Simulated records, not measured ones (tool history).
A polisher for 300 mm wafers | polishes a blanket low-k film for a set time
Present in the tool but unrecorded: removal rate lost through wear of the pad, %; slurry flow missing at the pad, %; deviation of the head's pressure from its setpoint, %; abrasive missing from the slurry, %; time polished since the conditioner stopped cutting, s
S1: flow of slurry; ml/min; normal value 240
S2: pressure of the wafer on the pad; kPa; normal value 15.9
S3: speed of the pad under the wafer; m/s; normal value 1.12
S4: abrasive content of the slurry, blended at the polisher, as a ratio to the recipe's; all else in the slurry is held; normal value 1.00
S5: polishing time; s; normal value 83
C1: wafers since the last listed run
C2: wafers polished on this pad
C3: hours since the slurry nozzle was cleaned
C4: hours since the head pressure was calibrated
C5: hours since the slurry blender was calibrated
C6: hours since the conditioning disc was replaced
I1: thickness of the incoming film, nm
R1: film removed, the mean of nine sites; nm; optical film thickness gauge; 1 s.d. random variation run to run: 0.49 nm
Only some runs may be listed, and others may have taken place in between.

run,day,S1,S2,S3,S4,S5,C1,C2,C3,C4,C5,C6,I1,R1
1,0.000,240,19.3,1.12,1.00,83,0,258,695.7,426.9,138.2,378.5,637.6,60.2
2,0.462,240,19.3,1.12,1.00,83,127,386,706.8,438.0,149.3,389.6,633.9,58.7
3,1.162,185,15.9,1.12,1.00,63,193,579,723.6,454.8,166.1,406.4,633.5,36.8
# day 1.596: worn pad replaced by a new one
4,1.775,185,15.9,1.12,1.00,63,123,49,738.3,469.5,180.8,421.1,640.9,36.9
5,2.067,185,15.9,1.12,1.00,63,80,130,745.3,476.5,187.8,428.1,628.7,37.0
6,2.788,240,15.9,1.12,1.00,83,199,329,762.6,493.8,205.1,445.4,641.4,48.6
7,3.146,240,15.9,1.12,1.00,83,99,428,771.2,502.4,213.7,454.0,640.7,49.2
# day 3.800: worn pad replaced by a new one
8,3.821,240,15.9,1.12,1.00,83,140,5,787.4,518.6,229.9,470.2,630.0,48.6
9,4.238,240,15.9,1.12,1.00,83,115,120,797.4,528.6,239.9,480.2,643.6,48.9
10,4.596,240,15.9,1.12,1.00,83,99,219,806.0,537.2,248.5,488.8,648.0,48.7
# day 5.329: slurry nozzle cleaned
11,5.350,190,15.9,1.12,1.00,83,196,416,0.5,555.3,266.6,506.9,630.4,47.9
# day 6.525: head pressure recalibrated
# day 6.542: worn pad replaced by a new one
12,6.671,240,19.3,1.24,1.25,104,336,35,32.2,3.5,298.3,538.6,640.8,75.3
13,7.096,240,15.9,1.12,1.00,83,117,152,42.4,13.7,308.5,548.8,644.8,43.1
14,7.471,320,15.9,1.12,0.85,83,103,256,51.4,22.7,317.5,557.8,635.6,42.4
15,7.788,240,15.9,1.12,0.80,83,87,343,59.0,30.3,325.1,565.4,651.4,40.0
# day 8.117: slurry blender recalibrated
16,8.312,240,15.9,1.12,1.00,83,122,465,71.6,42.9,4.7,578.0,646.0,46.5
# day 8.417: conditioning disc replaced and pad reconditioned
# day 8.767: worn pad replaced by a new one
17,8.954,280,15.9,1.32,1.00,83,108,51,87.0,58.3,20.1,12.9,626.4,54.3
18,9.329,240,15.9,0.84,1.00,83,103,155,96.0,67.3,29.1,21.9,640.3,37.9
19,10.008,240,15.9,0.94,1.00,105,187,342,112.3,83.6,45.4,38.2,642.4,51.6
20,10.692,240,15.9,1.12,0.85,62,188,531,128.7,100.0,61.8,54.6,639.9,34.5
# day 10.983: worn pad replaced by a new one
21,11.304,240,15.9,1.12,1.00,83,123,88,143.4,114.7,76.5,69.3,634.4,48.1

Below are 3 alternative next runs, each starting from the tool's condition after run 21. Predict each:
A,11.321,270,15.9,1.12,1.00,83,4,93,143.8,115.1,76.9,69.7,635.7,?
B,11.321,185,17.9,1.12,1.20,98,4,93,143.8,115.1,76.9,69.7,635.7,?
C,11.321,240,15.9,1.12,1.00,101,4,93,143.8,115.1,76.9,69.7,635.7,?

run,R1
A,48.0
B,65.6
C,57.9
The same runs, with their run-to-run variation unchanged, on a tool lacking any hidden condition would have given:
run,R1
A,45.5
B,62.2
C,55.0
